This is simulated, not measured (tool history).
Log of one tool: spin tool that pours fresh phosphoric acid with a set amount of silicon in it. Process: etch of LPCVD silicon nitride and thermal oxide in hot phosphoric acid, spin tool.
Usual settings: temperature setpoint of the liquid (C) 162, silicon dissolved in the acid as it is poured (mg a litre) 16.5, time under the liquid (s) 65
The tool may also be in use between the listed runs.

run,day,temperature setpoint of the liquid (C),silicon dissolved in the acid as it is poured (mg a litre),time under the liquid (s),"read-back film thickness of the LPCVD silicon nitride reference wafer, read on the same gauge (nm)",thickness taken off the LPCVD silicon nitride on a monitor wafer (Å)
1,0,162,16.5,65,70.05,55.7
2,2.183,162,16.5,65,69.99,55.6
3,4.921,162,16.5,65,70.01,56.5
4,7.446,162,16.5,65,70.03,55.3
5,9.279,162,16.5,65,69.98,54.6
# day 9.504: dissolved silicon flow meter replaced
6,11.567,162,16.5,65,70.01,55
7,13.871,162,16.5,55,70.01,46.7
8,16.133,162,16.5,55,70.01,46.9
# day 19.679: gauge calibrated
# day 21.762: heated supply line repaired
9,23.675,162,16.5,55,70.02,43.8
10,25.625,162,16.5,65,69.99,51.2
# day 27.554: heated supply line repaired, repeated, since the last time left the tool worse
11,27.983,162,16.5,65,69.99,59.9
12,29.475,164.5,16.5,65,69.97,65.7
# day 30.133: thermometer replaced
# day 31.038: dissolved silicon flow meter replaced
13,31.062,164.5,7.5,35,69.98,35.2
14,32.688,161,9,50,69.99,44.9
15,35.533,162,16.5,55,70.04,51.3
16,37.733,160,16.5,55,69.98,47.3
17,38.796,164,12.5,105,69.98,103.8
18,40.658,162,27,35,70.02,32.3
19,43.117,162,28,65,70,60.7

What the log doesn't show, run by run:
liquid colder than its thermometer reads (K): 0 in every run
dissolved silicon flow above the setpoint (%): 0 in every run
gauge reads high (%): 0 in every run
H1: temperature lost on the way to the wafer (K)
run,H1
1,2.71
2,2.75
3,2.8
4,2.85
5,2.88
6,2.92
7,2.96
8,3
9,5.13
10,5.17
11,0.196
12,0.222
13,0.251
14,0.28
15,0.332
16,0.371
17,0.391
18,0.424
19,0.468
